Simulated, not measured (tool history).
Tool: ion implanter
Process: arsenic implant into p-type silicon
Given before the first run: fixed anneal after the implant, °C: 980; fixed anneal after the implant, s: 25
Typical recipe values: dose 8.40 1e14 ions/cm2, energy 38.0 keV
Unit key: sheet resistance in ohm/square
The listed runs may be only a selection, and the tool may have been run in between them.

run	hour	dose	energy	wafers since the last listed run	hours since the last dose calibration	hours since the extraction supply was calibrated	hours since the gauge calibration	read-back reference wafer on the same gauge, sheet resistance	sheet resistance
1	0.0	6.78	32.0	0	148.0	1706.9	711.0	135.18	153.54
2	45.9	6.78	32.0	1407	193.9	1752.8	756.9	135.30	154.38
3	135.9	8.40	44.5	2759	283.9	1842.8	846.9	135.07	124.46
4	232.3	8.40	44.5	2955	380.3	1939.2	943.3	135.01	124.61
5	337.3	8.40	44.5	3219	485.3	2044.2	1048.3	134.90	127.09
6	416.4	8.40	38.0	2425	564.4	2123.3	1127.4	135.21	128.86
7	484.4	8.40	38.0	2084	632.4	2191.3	1195.4	135.44	129.67
# hour 557.5: Faraday cup replaced and dose calibrated
8	562.9	6.76	43.0	2161	5.4	2269.8	1273.9	134.85	145.17
9	640.9	6.76	43.0	2391	83.4	2347.8	1351.9	135.10	146.26
10	718.3	6.76	43.0	2373	160.8	2425.2	1429.3	134.93	146.39
11	822.4	8.40	38.0	3191	264.9	2529.3	1533.4	134.50	126.24
12	918.6	8.40	38.0	2949	361.1	2625.5	1629.6	135.16	129.63
13	1005.5	8.40	38.0	2664	448.0	2712.4	1716.5	135.26	128.94
14	1046.1	8.40	33.0	1244	488.6	2753.0	1757.1	135.53	134.38
15	1151.4	8.40	33.0	3228	593.9	2858.3	1862.4	134.78	133.01
# hour 1166.3: extraction supply calibrated
16	1224.5	8.40	33.0	1996	667.0	58.2	1935.5	134.97	133.40
17	1326.3	8.40	32.5	3121	768.8	160.0	2037.3	134.83	135.16
# hour 1376.6: Faraday cup replaced and dose calibrated
18	1408.4	7.47	49.0	2272	31.8	242.1	2119.4	134.87	131.60
19	1451.5	8.40	38.0	1321	74.9	285.2	2162.5	135.21	126.24
20	1540.7	9.63	31.5	2735	164.1	374.4	2251.7	134.77	122.65
21	1624.4	8.40	44.5	2566	247.8	458.1	2335.4	134.94	124.14
# hour 1691.2: gauge calibrated
22	1711.4	7.75	38.0	2667	334.8	545.1	20.2	134.58	135.21
23	1755.4	8.40	38.0	1349	378.8	589.1	64.2	135.04	129.30
24	1860.2	6.84	38.0	3213	483.6	693.9	169.0	134.68	150.93
25	1928.8	8.40	30.0	2103	552.2	762.5	237.6	134.81	135.81
# hour 2004.1: Faraday cup replaced and dose calibrated
26	2066.0	7.57	46.5	3961	61.9	899.7	374.8	135.45	131.26
27	2108.2	7.43	38.0	1293	104.1	941.9	417.0	134.90	139.00
28	2207.6	10.21	47.5	3047	203.5	1041.3	516.4	135.16	106.22
29	2284.2	8.40	38.0	2348	280.1	1117.9	593.0	135.01	128.49
30	2365.8	10.24	46.5	2501	361.7	1199.5	674.6	135.22	107.16
31	2414.3	7.12	38.0	1487	410.2	1248.0	723.1	135.19	144.89
32	2462.8	10.84	34.5	1487	458.7	1296.5	771.6	134.95	111.00
33	2499.1	8.40	38.0	1113	495.0	1332.8	807.9	134.48	129.64
34	2606.0	9.71	32.0	3277	601.9	1439.7	914.8	134.83	123.84
35	2713.5	9.58	48.5	3296	709.4	1547.2	1022.3	134.88	111.90
# hour 2800.4: Faraday cup replaced and dose calibrated
36	2812.9	10.26	38.0	2802	12.5	1646.6	1121.7	134.84	110.72

Predict each of these 5 candidate next runs independently; none follows another, all start after run 36:
A	2813.3	8.40	38.0	12	12.9	1647.0	1122.1	?	?
B	2813.3	6.11	30.5	12	12.9	1647.0	1122.1	?	?
C	2813.3	6.53	38.0	12	12.9	1647.0	1122.1	?	?
D	2813.3	6.94	38.0	12	12.9	1647.0	1122.1	?	?
E	2813.3	6.77	44.5	12	12.9	1647.0	1122.1	?	?

run	read-back reference wafer on the same gauge, sheet resistance	sheet resistance
A	134.92	127.18
B	134.92	167.85
C	134.92	153.47
D	134.92	146.50
E	134.92	145.28
With no hidden state in the tool, these same runs would have given:
run	sheet resistance
A	127.13
B	167.78
C	153.41
D	146.43
E	145.22

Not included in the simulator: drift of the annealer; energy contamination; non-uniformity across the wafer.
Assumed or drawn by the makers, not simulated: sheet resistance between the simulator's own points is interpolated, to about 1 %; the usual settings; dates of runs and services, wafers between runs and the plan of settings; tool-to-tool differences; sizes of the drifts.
